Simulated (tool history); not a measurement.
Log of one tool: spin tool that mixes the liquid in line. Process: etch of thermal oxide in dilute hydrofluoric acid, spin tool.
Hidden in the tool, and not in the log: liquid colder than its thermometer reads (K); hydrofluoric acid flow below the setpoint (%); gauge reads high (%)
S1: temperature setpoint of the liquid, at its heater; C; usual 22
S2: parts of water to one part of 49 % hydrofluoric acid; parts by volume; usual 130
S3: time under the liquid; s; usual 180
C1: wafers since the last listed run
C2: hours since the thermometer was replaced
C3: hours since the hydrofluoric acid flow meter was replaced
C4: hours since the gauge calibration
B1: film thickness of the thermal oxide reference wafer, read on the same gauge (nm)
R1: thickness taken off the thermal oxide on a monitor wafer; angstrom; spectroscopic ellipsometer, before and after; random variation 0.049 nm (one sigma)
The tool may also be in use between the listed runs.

run 1 hour=0 | S1=22 S2=130 S3=180 | C1=0 C2=2191.6 C3=799.9 C4=2783 | B1=39.99 | R1=60.9
run 2 hour=45.8 | S1=22 S2=130 S3=180 | C1=205 C2=2237.4 C3=845.7 C4=2828.8 | B1=40 | R1=59.9
run 3 hour=116.8 | S1=22 S2=130 S3=180 | C1=319 C2=2308.4 C3=916.7 C4=2899.8 | B1=39.99 | R1=59.7
-- hour=200.2 hydrofluoric acid flow meter replaced
run 4 hour=205.6 | S1=22 S2=130 S3=180 | C1=394 C2=2397.2 C3=5.4 C4=2988.6 | B1=39.98 | R1=63.6
run 5 hour=252.3 | S1=22 S2=130 S3=180 | C1=209 C2=2443.9 C3=52.1 C4=3035.3 | B1=40.01 | R1=63.2
run 6 hour=300.1 | S1=22 S2=170 S3=180 | C1=214 C2=2491.7 C3=99.9 C4=3083.1 | B1=39.99 | R1=45.7
run 7 hour=363 | S1=22 S2=170 S3=180 | C1=282 C2=2554.6 C3=162.8 C4=3146 | B1=40 | R1=45.3
run 8 hour=439.8 | S1=22 S2=170 S3=180 | C1=345 C2=2631.4 C3=239.6 C4=3222.8 | B1=39.97 | R1=45.5
run 9 hour=511.3 | S1=22 S2=130 S3=180 | C1=321 C2=2702.9 C3=311.1 C4=3294.3 | B1=40.01 | R1=63.1
-- hour=551.2 gauge calibrated
run 10 hour=553.8 | S1=22 S2=130 S3=180 | C1=191 C2=2745.4 C3=353.6 C4=2.6 | B1=40 | R1=61
-- hour=629.7 thermometer replaced
run 11 hour=652.1 | S1=22 S2=110 S3=125 | C1=437 C2=22.4 C3=451.9 C4=100.9 | B1=40.02 | R1=51.6
run 12 hour=706.8 | S1=24.5 S2=180 S3=75 | C1=245 C2=77.1 C3=506.6 C4=155.6 | B1=40.02 | R1=19.1
run 13 hour=808.7 | S1=24.5 S2=180 S3=75 | C1=458 C2=179 C3=608.5 C4=257.5 | B1=39.99 | R1=19.4
run 14 hour=897.9 | S1=26 S2=80 S3=180 | C1=400 C2=268.2 C3=697.7 C4=346.7 | B1=39.97 | R1=121.9
run 15 hour=952.6 | S1=22 S2=130 S3=140 | C1=245 C2=322.9 C3=752.4 C4=401.4 | B1=40 | R1=46.3
run 16 hour=1074.6 | S1=26.5 S2=130 S3=95 | C1=548 C2=444.9 C3=874.4 C4=523.4 | B1=39.99 | R1=37.4
run 17 hour=1156.5 | S1=22 S2=130 S3=180 | C1=368 C2=526.8 C3=956.3 C4=605.3 | B1=40 | R1=59.9
run 18 hour=1217.5 | S1=22 S2=70 S3=180 | C1=274 C2=587.8 C3=1017.3 C4=666.3 | B1=40.04 | R1=116.7
run 19 hour=1265.5 | S1=22 S2=95 S3=180 | C1=215 C2=635.8 C3=1065.3 C4=714.3 | B1=39.99 | R1=86
-- hour=1335.7 hydrofluoric acid flow meter replaced
run 20 hour=1338.4 | S1=22 S2=145 S3=180 | C1=323 C2=708.7 C3=2.7 C4=787.2 | B1=40 | R1=55.1
run 21 hour=1404.1 | S1=20 S2=160 S3=105 | C1=295 C2=774.4 C3=68.4 C4=852.9 | B1=39.97 | R1=26.6
run 22 hour=1494.3 | S1=18.5 S2=130 S3=180 | C1=405 C2=864.6 C3=158.6 C4=943.1 | B1=40.03 | R1=54.4
run 23 hour=1536.8 | S1=23.5 S2=100 S3=255 | C1=191 C2=907.1 C3=201.1 C4=985.6 | B1=40 | R1=125.1
run 24 hour=1612 | S1=25 S2=95 S3=130 | C1=338 C2=982.3 C3=276.3 C4=1060.8 | B1=40.01 | R1=71.7
run 25 hour=1677.9 | S1=17 S2=180 S3=140 | C1=296 C2=1048.2 C3=342.2 C4=1126.7 | B1=39.99 | R1=27.1
run 26 hour=1776.4 | S1=22 S2=130 S3=180 | C1=442 C2=1146.7 C3=440.7 C4=1225.2 | B1=40 | R1=61.2
run 27 hour=1836 | S1=24 S2=175 S3=280 | C1=267 C2=1206.3 C3=500.3 C4=1284.8 | B1=39.98 | R1=72.2
run 28 hour=1902.5 | S1=22 S2=130 S3=180 | C1=298 C2=1272.8 C3=566.8 C4=1351.3 | B1=39.99 | R1=61.2
run 29 hour=1944.2 | S1=24 S2=150 S3=140 | C1=187 C2=1314.5 C3=608.5 C4=1393 | B1=40.02 | R1=43.5
run 30 hour=2037.3 | S1=24.5 S2=90 S3=275 | C1=418 C2=1407.6 C3=701.6 C4=1486.1 | B1=40.02 | R1=154.8
run 31 hour=2084.2 | S1=22 S2=130 S3=180 | C1=210 C2=1454.5 C3=748.5 C4=1533 | B1=40 | R1=61
run 32 hour=2124 | S1=17.5 S2=70 S3=95 | C1=178 C2=1494.3 C3=788.3 C4=1572.8 | B1=39.98 | R1=51.8
run 33 hour=2207.2 | S1=23.5 S2=155 S3=180 | C1=374 C2=1577.5 C3=871.5 C4=1656 | B1=40.01 | R1=51.3

Forecast each of these 5 alternatives for the next run:
run A hour=2207.7 | S1=25 S2=130 S3=180 | C1=2 C2=1578 C3=872 C4=1656.5 | B1=? | R1=?
run B hour=2207.7 | S1=25 S2=150 S3=145 | C1=2 C2=1578 C3=872 C4=1656.5 | B1=? | R1=?
run C hour=2207.7 | S1=27 S2=145 S3=135 | C1=2 C2=1578 C3=872 C4=1656.5 | B1=? | R1=?
run D hour=2207.7 | S1=20.5 S2=165 S3=240 | C1=2 C2=1578 C3=872 C4=1656.5 | B1=? | R1=?
run E hour=2207.7 | S1=19.5 S2=75 S3=180 | C1=2 C2=1578 C3=872 C4=1656.5 | B1=? | R1=?

run=A B1=39.99 R1=66.9
run=B B1=39.99 R1=45.5
run=C B1=39.99 R1=47.6
run=D B1=39.99 R1=56.7
run=E B1=39.99 R1=99.4
Without the tool's hidden state the same runs would have given:
run=A R1=70.4
run=B R1=48
run=C R1=50.1
run=D R1=59.7
run=E R1=104.4
